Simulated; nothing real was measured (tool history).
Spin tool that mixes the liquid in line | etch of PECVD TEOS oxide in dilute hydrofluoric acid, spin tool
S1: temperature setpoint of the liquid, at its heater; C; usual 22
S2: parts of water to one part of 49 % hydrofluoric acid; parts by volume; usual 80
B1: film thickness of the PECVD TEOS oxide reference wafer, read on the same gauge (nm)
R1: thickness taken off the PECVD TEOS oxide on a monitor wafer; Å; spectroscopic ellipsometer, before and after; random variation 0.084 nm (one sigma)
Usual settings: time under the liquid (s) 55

run 1 hour=0 | S1=22 S2=80 time_under_the_liquid_(s)=55 | B1=59.98 | R1=133.1
run 2 hour=9.1 | S1=22 S2=80 time_under_the_liquid_(s)=55 | B1=60.01 | R1=132.4
run 3 hour=20.6 | S1=22 S2=80 time_under_the_liquid_(s)=55 | B1=60.01 | R1=132.6
run 4 hour=34 | S1=22 S2=80 time_under_the_liquid_(s)=55 | B1=60.01 | R1=132.2
run 5 hour=41.4 | S1=22 S2=80 time_under_the_liquid_(s)=55 | B1=59.99 | R1=131.6
run 6 hour=68.7 | S1=22 S2=80 time_under_the_liquid_(s)=55 | B1=60.02 | R1=132.9
run 7 hour=85.3 | S1=22 S2=80 time_under_the_liquid_(s)=55 | B1=60.01 | R1=131.6
run 8 hour=91.7 | S1=22 S2=80 time_under_the_liquid_(s)=55 | B1=60 | R1=132.4
run 9 hour=109.3 | S1=22 S2=65 time_under_the_liquid_(s)=40 | B1=59.99 | R1=120.5
run 10 hour=120 | S1=22 S2=65 time_under_the_liquid_(s)=40 | B1=59.99 | R1=120.2
run 11 hour=135.8 | S1=22 S2=65 time_under_the_liquid_(s)=40 | B1=59.99 | R1=119.7
run 12 hour=151.9 | S1=22 S2=80 time_under_the_liquid_(s)=55 | B1=60.01 | R1=132.2
run 13 hour=168 | S1=20.5 S2=80 time_under_the_liquid_(s)=55 | B1=59.99 | R1=122.7
run 14 hour=177.1 | S1=20.5 S2=80 time_under_the_liquid_(s)=55 | B1=60 | R1=122.5
-- hour=192 hydrofluoric acid flow meter replaced
run 15 hour=194.8 | S1=22 S2=80 time_under_the_liquid_(s)=35 | B1=60.01 | R1=96.9
run 16 hour=211.9 | S1=22 S2=80 time_under_the_liquid_(s)=35 | B1=59.99 | R1=97.7
run 17 hour=228.9 | S1=22 S2=55 time_under_the_liquid_(s)=85 | B1=60.03 | R1=355.9
-- hour=243.6 gauge calibrated
run 18 hour=246 | S1=20 S2=115 time_under_the_liquid_(s)=35 | B1=60.01 | R1=60.6
run 19 hour=252.3 | S1=26 S2=45 time_under_the_liquid_(s)=40 | B1=60.02 | R1=244.8
run 20 hour=262.9 | S1=17.5 S2=40 time_under_the_liquid_(s)=65 | B1=60 | R1=315.6
run 21 hour=270 | S1=22 S2=80 time_under_the_liquid_(s)=55 | B1=60.02 | R1=153.6
run 22 hour=286.3 | S1=22 S2=110 time_under_the_liquid_(s)=55 | B1=60.02 | R1=108
-- hour=290.7 thermometer replaced
run 23 hour=297.7 | S1=27 S2=80 time_under_the_liquid_(s)=55 | B1=59.97 | R1=187
run 24 hour=314.6 | S1=22 S2=80 time_under_the_liquid_(s)=55 | B1=59.98 | R1=152.3
run 25 hour=323.4 | S1=22 S2=70 time_under_the_liquid_(s)=75 | B1=59.99 | R1=241.9
run 26 hour=335 | S1=20.5 S2=100 time_under_the_liquid_(s)=35 | B1=60.01 | R1=71.6
run 27 hour=350 | S1=22 S2=120 time_under_the_liquid_(s)=55 | B1=59.97 | R1=96.7
run 28 hour=367.8 | S1=22 S2=80 time_under_the_liquid_(s)=55 | B1=60.01 | R1=152.7
run 29 hour=378.8 | S1=22 S2=80 time_under_the_liquid_(s)=55 | B1=59.99 | R1=152.2
run 30 hour=386.8 | S1=22 S2=120 time_under_the_liquid_(s)=25 | B1=60 | R1=44.3
run 31 hour=395.3 | S1=17.5 S2=95 time_under_the_liquid_(s)=80 | B1=59.99 | R1=152.6
run 32 hour=409.8 | S1=25.5 S2=45 time_under_the_liquid_(s)=55 | B1=59.99 | R1=324.5
run 33 hour=419.8 | S1=18.5 S2=120 time_under_the_liquid_(s)=45 | B1=60 | R1=68.6

4 ways to go on from here, each from the tool as it stands after run 33. What would each give?
run A hour=420.2 | S1=22 S2=80 time_under_the_liquid_(s)=55 | B1=? | R1=?
run B hour=420.2 | S1=27 S2=80 time_under_the_liquid_(s)=25 | B1=? | R1=?
run C hour=420.2 | S1=25.5 S2=115 time_under_the_liquid_(s)=20 | B1=? | R1=?
run D hour=420.2 | S1=20 S2=80 time_under_the_liquid_(s)=55 | B1=? | R1=?

run=A B1=60.02 R1=152.4
run=B B1=60.02 R1=84.6
run=C B1=60.02 R1=42.4
run=D B1=60.02 R1=140.4
Without the tool's hidden state the same runs would have given:
run=A R1=155.2
run=B R1=86.2
run=C R1=43.2
run=D R1=142.9
